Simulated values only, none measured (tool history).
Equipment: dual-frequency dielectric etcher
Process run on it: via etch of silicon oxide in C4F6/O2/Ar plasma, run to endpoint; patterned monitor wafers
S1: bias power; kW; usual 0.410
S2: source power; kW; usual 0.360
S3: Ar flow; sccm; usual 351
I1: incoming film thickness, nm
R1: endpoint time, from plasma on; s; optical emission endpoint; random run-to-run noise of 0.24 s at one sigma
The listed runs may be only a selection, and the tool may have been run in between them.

| run | hour | S1 | S2 | S3 | I1 | R1 |
|---|---|---|---|---|---|---|
| 1 | 0.0 | 0.410 | 0.360 | 351 | 130.3 | 33.1 |
| 2 | 70.4 | 0.410 | 0.360 | 351 | 129.6 | 33.5 |
| 3 | 121.6 | 0.410 | 0.360 | 351 | 129.9 | 33.1 |
|  | 161.8 | wet clean of the chamber |
| 4 | 187.7 | 0.410 | 0.360 | 351 | 129.2 | 32.0 |
| 5 | 238.1 | 0.410 | 0.360 | 351 | 129.8 | 32.6 |
| 6 | 274.5 | 0.410 | 0.360 | 351 | 128.8 | 32.7 |
| 7 | 327.8 | 0.410 | 0.360 | 351 | 129.2 | 32.6 |
|  | 440.9 | bias power generator calibrated |
|  | 535.2 | Ar flow controller replaced |
| 8 | 539.3 | 0.410 | 0.360 | 351 | 128.1 | 32.9 |
| 9 | 570.0 | 0.410 | 0.400 | 351 | 127.9 | 30.6 |
| 10 | 599.2 | 0.410 | 0.400 | 351 | 129.4 | 31.0 |
| 11 | 647.1 | 0.410 | 0.400 | 351 | 129.7 | 30.9 |
| 12 | 696.4 | 0.410 | 0.360 | 288 | 129.2 | 32.7 |
|  | 732.3 | wet clean of the chamber |
| 13 | 739.2 | 0.332 | 0.360 | 351 | 130.4 | 34.6 |
| 14 | 796.2 | 0.410 | 0.360 | 351 | 131.4 | 32.9 |
| 15 | 862.2 | 0.497 | 0.430 | 398 | 129.8 | 27.9 |
|  | 895.4 | source power generator calibrated |
| 16 | 895.9 | 0.410 | 0.360 | 351 | 129.5 | 32.7 |
|  | 925.2 | upper electrode replaced |
| 17 | 943.2 | 0.480 | 0.360 | 297 | 129.8 | 30.9 |
| 18 | 984.5 | 0.446 | 0.330 | 432 | 130.2 | 34.8 |
| 19 | 1028.3 | 0.410 | 0.360 | 351 | 129.1 | 33.0 |
| 20 | 1088.0 | 0.447 | 0.390 | 351 | 129.4 | 30.4 |

Run 21 has not been measured yet. What should we expect?
| 21 | 1117.1 | 0.410 | 0.440 | 351 | 130.1 | ? |

For run 21 the tool returned R1 29.6 s.
Had the tool carried no hidden state, the very same run would have given R1 28.9 s.

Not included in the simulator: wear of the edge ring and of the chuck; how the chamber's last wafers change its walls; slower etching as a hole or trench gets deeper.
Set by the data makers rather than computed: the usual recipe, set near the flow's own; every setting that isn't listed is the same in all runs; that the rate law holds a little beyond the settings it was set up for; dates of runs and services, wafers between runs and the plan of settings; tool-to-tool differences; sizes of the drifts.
